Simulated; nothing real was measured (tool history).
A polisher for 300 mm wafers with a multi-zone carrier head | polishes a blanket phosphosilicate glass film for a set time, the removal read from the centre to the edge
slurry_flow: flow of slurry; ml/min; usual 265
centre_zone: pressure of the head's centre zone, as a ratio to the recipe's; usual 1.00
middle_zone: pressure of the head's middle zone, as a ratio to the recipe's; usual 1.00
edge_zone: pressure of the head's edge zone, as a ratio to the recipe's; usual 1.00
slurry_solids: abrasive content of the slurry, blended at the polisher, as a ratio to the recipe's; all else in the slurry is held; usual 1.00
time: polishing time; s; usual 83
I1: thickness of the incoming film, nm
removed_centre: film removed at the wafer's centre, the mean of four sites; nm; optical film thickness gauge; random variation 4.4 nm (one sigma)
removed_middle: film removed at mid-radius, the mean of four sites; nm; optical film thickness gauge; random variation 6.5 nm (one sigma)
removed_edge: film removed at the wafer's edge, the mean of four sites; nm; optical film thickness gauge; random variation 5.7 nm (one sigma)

{"run": 1, "day": 0.0, "slurry_flow": 315, "centre_zone": 1.0, "middle_zone": 1.0, "edge_zone": 1.11, "slurry_solids": 0.8, "time": 83, "I1": 4426.0, "removed_centre": 429.4, "removed_middle": 422.1, "removed_edge": 435.2}
{"run": 2, "day": 0.4, "slurry_flow": 265, "centre_zone": 1.0, "middle_zone": 1.0, "edge_zone": 0.95, "slurry_solids": 1.0, "time": 83, "I1": 4404.7, "removed_centre": 437.7, "removed_middle": 428.3, "removed_edge": 437.7}
{"run": 3, "day": 0.883, "slurry_flow": 335, "centre_zone": 1.0, "middle_zone": 1.0, "edge_zone": 1.0, "slurry_solids": 1.0, "time": 83, "I1": 4539.8, "removed_centre": 456.7, "removed_middle": 434.6, "removed_edge": 452.8}
{"run": 4, "day": 1.262, "slurry_flow": 265, "centre_zone": 1.0, "middle_zone": 1.0, "edge_zone": 1.0, "slurry_solids": 1.0, "time": 83, "I1": 4453.2, "removed_centre": 437.7, "removed_middle": 441.0, "removed_edge": 451.7}
{"run": 5, "day": 1.538, "slurry_flow": 265, "centre_zone": 1.0, "middle_zone": 1.0, "edge_zone": 1.06, "slurry_solids": 1.0, "time": 107, "I1": 4412.1, "removed_centre": 569.1, "removed_middle": 546.4, "removed_edge": 589.4}
{"run": 6, "day": 2.008, "slurry_flow": 265, "centre_zone": 1.06, "middle_zone": 1.0, "edge_zone": 1.11, "slurry_solids": 0.85, "time": 66, "I1": 4403.9, "removed_centre": 348.8, "removed_middle": 329.0, "removed_edge": 353.4}
{"run": 7, "day": 2.283, "slurry_flow": 265, "centre_zone": 1.0, "middle_zone": 0.91, "edge_zone": 1.0, "slurry_solids": 1.0, "time": 83, "I1": 4510.6, "removed_centre": 438.8, "removed_middle": 399.7, "removed_edge": 444.3}
{"day": 2.692, "done": "worn pad replaced by a new one"}
{"run": 8, "day": 2.712, "slurry_flow": 265, "centre_zone": 1.04, "middle_zone": 0.9, "edge_zone": 1.0, "slurry_solids": 1.2, "time": 75, "I1": 4483.4, "removed_centre": 422.0, "removed_middle": 359.6, "removed_edge": 418.4}
{"run": 9, "day": 3.367, "slurry_flow": 265, "centre_zone": 1.04, "middle_zone": 0.9, "edge_zone": 1.0, "slurry_solids": 1.2, "time": 75, "I1": 4500.7, "removed_centre": 421.6, "removed_middle": 373.3, "removed_edge": 413.5}
{"run": 10, "day": 3.729, "slurry_flow": 265, "centre_zone": 1.0, "middle_zone": 1.06, "edge_zone": 1.0, "slurry_solids": 1.0, "time": 92, "I1": 4490.3, "removed_centre": 480.1, "removed_middle": 500.0, "removed_edge": 497.6}
{"run": 11, "day": 4.129, "slurry_flow": 265, "centre_zone": 1.0, "middle_zone": 1.09, "edge_zone": 1.0, "slurry_solids": 1.0, "time": 98, "I1": 4421.3, "removed_centre": 522.4, "removed_middle": 550.3, "removed_edge": 523.1}
{"day": 4.342, "done": "centre zone pressure recalibrated"}
{"run": 12, "day": 4.462, "slurry_flow": 265, "centre_zone": 1.0, "middle_zone": 0.95, "edge_zone": 1.0, "slurry_solids": 1.2, "time": 83, "I1": 4525.4, "removed_centre": 458.9, "removed_middle": 420.5, "removed_edge": 469.2}
{"run": 13, "day": 4.858, "slurry_flow": 200, "centre_zone": 1.0, "middle_zone": 0.96, "edge_zone": 1.0, "slurry_solids": 0.75, "time": 73, "I1": 4489.8, "removed_centre": 342.6, "removed_middle": 329.0, "removed_edge": 346.8}
{"run": 14, "day": 5.404, "slurry_flow": 265, "centre_zone": 1.0, "middle_zone": 1.05, "edge_zone": 1.09, "slurry_solids": 1.0, "time": 107, "I1": 4455.4, "removed_centre": 558.4, "removed_middle": 568.2, "removed_edge": 586.3}
{"run": 15, "day": 6.129, "slurry_flow": 265, "centre_zone": 1.0, "middle_zone": 1.0, "edge_zone": 1.0, "slurry_solids": 1.0, "time": 83, "I1": 4461.8, "removed_centre": 433.4, "removed_middle": 412.1, "removed_edge": 435.1}
{"run": 16, "day": 6.662, "slurry_flow": 335, "centre_zone": 1.0, "middle_zone": 1.0, "edge_zone": 1.0, "slurry_solids": 0.95, "time": 83, "I1": 4447.6, "removed_centre": 440.5, "removed_middle": 423.4, "removed_edge": 444.2}
{"day": 6.946, "done": "worn pad replaced by a new one"}
{"run": 17, "day": 7.196, "slurry_flow": 265, "centre_zone": 1.0, "middle_zone": 1.0, "edge_zone": 1.0, "slurry_solids": 0.9, "time": 83, "I1": 4460.2, "removed_centre": 424.0, "removed_middle": 408.6, "removed_edge": 431.9}
{"run": 18, "day": 7.796, "slurry_flow": 265, "centre_zone": 1.0, "middle_zone": 1.0, "edge_zone": 1.0, "slurry_solids": 1.1, "time": 83, "I1": 4460.3, "removed_centre": 435.1, "removed_middle": 431.7, "removed_edge": 447.4}
{"run": 19, "day": 8.35, "slurry_flow": 295, "centre_zone": 0.94, "middle_zone": 1.0, "edge_zone": 1.0, "slurry_solids": 1.0, "time": 83, "I1": 4416.0, "removed_centre": 417.2, "removed_middle": 422.8, "removed_edge": 433.5}
{"run": 20, "day": 8.612, "slurry_flow": 265, "centre_zone": 1.0, "middle_zone": 1.0, "edge_zone": 1.0, "slurry_solids": 0.8, "time": 83, "I1": 4499.7, "removed_centre": 397.3, "removed_middle": 383.7, "removed_edge": 405.0}
{"run": 21, "day": 9.333, "slurry_flow": 265, "centre_zone": 1.06, "middle_zone": 1.0, "edge_zone": 1.0, "slurry_solids": 1.2, "time": 70, "I1": 4472.2, "removed_centre": 378.9, "removed_middle": 367.4, "removed_edge": 379.6}

5 ways to go on from here, each from the tool as it stands after run 21. What would each give?
{"run": "A", "day": 9.35, "slurry_flow": 265, "centre_zone": 1.0, "middle_zone": 1.0, "edge_zone": 1.0, "slurry_solids": 1.0, "time": 83, "I1": 4459.0, "removed_centre": "?", "removed_middle": "?", "removed_edge": "?"}
{"run": "B", "day": 9.35, "slurry_flow": 335, "centre_zone": 1.0, "middle_zone": 0.92, "edge_zone": 0.93, "slurry_solids": 1.3, "time": 83, "I1": 4459.0, "removed_centre": "?", "removed_middle": "?", "removed_edge": "?"}
{"run": "C", "day": 9.35, "slurry_flow": 310, "centre_zone": 1.0, "middle_zone": 1.0, "edge_zone": 1.0, "slurry_solids": 1.0, "time": 83, "I1": 4459.0, "removed_centre": "?", "removed_middle": "?", "removed_edge": "?"}
{"run": "D", "day": 9.35, "slurry_flow": 350, "centre_zone": 1.1, "middle_zone": 1.0, "edge_zone": 1.0, "slurry_solids": 1.0, "time": 111, "I1": 4459.0, "removed_centre": "?", "removed_middle": "?", "removed_edge": "?"}
{"run": "E", "day": 9.35, "slurry_flow": 315, "centre_zone": 1.0, "middle_zone": 0.93, "edge_zone": 1.0, "slurry_solids": 0.7, "time": 83, "I1": 4459.0, "removed_centre": "?", "removed_middle": "?", "removed_edge": "?"}

run=A removed_centre=418.2 removed_middle=403.2 removed_edge=427.9
run=B removed_centre=463.0 removed_middle=414.8 removed_edge=455.9
run=C removed_centre=430.4 removed_middle=413.7 removed_edge=436.1
run=D removed_centre=620.9 removed_middle=562.7 removed_edge=590.8
run=E removed_centre=399.3 removed_middle=361.2 removed_edge=404.8
Without the tool's hidden state the same runs would have given:
run=A removed_centre=448.2 removed_middle=429.1 removed_edge=448.2
run=B removed_centre=488.8 removed_middle=435.6 removed_edge=473.1
run=C removed_centre=456.4 removed_middle=436.3 removed_edge=453.9
run=D removed_centre=654.0 removed_middle=589.8 removed_edge=612.2
run=E removed_centre=423.1 removed_middle=380.6 removed_edge=421.1
